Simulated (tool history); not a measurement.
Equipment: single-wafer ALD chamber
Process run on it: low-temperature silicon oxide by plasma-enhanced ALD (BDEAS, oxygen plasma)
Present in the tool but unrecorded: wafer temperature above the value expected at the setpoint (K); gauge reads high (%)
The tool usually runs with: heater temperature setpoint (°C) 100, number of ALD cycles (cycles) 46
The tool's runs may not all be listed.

run	day	heater temperature setpoint (°C)	number of ALD cycles (cycles)	wafers since the last listed run	hours since the last thermocouple change	hours since the gauge calibration	read-back reference wafer on the same gauge, thickness_nm	mean film thickness on the monitor wafer (nm)
1	0.000	100	46	0	2474.7	231.4	5.095	5.830
2	1.483	100	46	169	2510.3	267.0	5.096	5.829
3	2.000	100	46	58	2522.7	279.4	5.098	5.845
4	3.408	100	46	160	2556.5	313.2	5.107	5.840
5	4.900	104	46	170	2592.3	349.0	5.110	5.806
6	6.254	104	46	154	2624.8	381.5	5.120	5.822
7	7.383	104	46	128	2651.9	408.6	5.117	5.786
8	7.992	90	55	69	2666.5	423.2	5.123	7.229
9	9.279	104	46	146	2697.4	454.1	5.128	5.827
# day 12.029: thermocouple changed; heater temperature recalibrated
10	12.050	89	46	278	0.5	520.6	5.132	6.075
# day 12.267: gauge calibrated
11	13.083	89	42	117	25.3	19.6	5.059	5.455
12	13.954	88	54	99	46.2	40.5	5.071	7.075
13	15.042	89	42	124	72.3	66.6	5.073	5.477
14	16.392	89	37	154	104.7	99.0	5.078	4.838
15	17.254	100	46	98	125.4	119.7	5.080	5.778

Alternative continuations, all from the tool just after run 15; predict every row:
A	17.275	100	41	2	125.9	120.2	?	?
B	17.275	110	50	2	125.9	120.2	?	?
C	17.275	96	46	2	125.9	120.2	?	?
D	17.275	105	43	2	125.9	120.2	?	?
E	17.275	95	39	2	125.9	120.2	?	?

run	read-back reference wafer on the same gauge, thickness_nm	mean film thickness on the monitor wafer (nm)
A	5.083	5.161
B	5.083	6.194
C	5.083	5.864
D	5.083	5.370
E	5.083	4.987
The same runs, with their run-to-run variation unchanged, on a tool lacking any hidden condition would have given:
run	mean film thickness on the monitor wafer (nm)
A	5.140
B	6.169
C	5.840
D	5.348
E	4.967
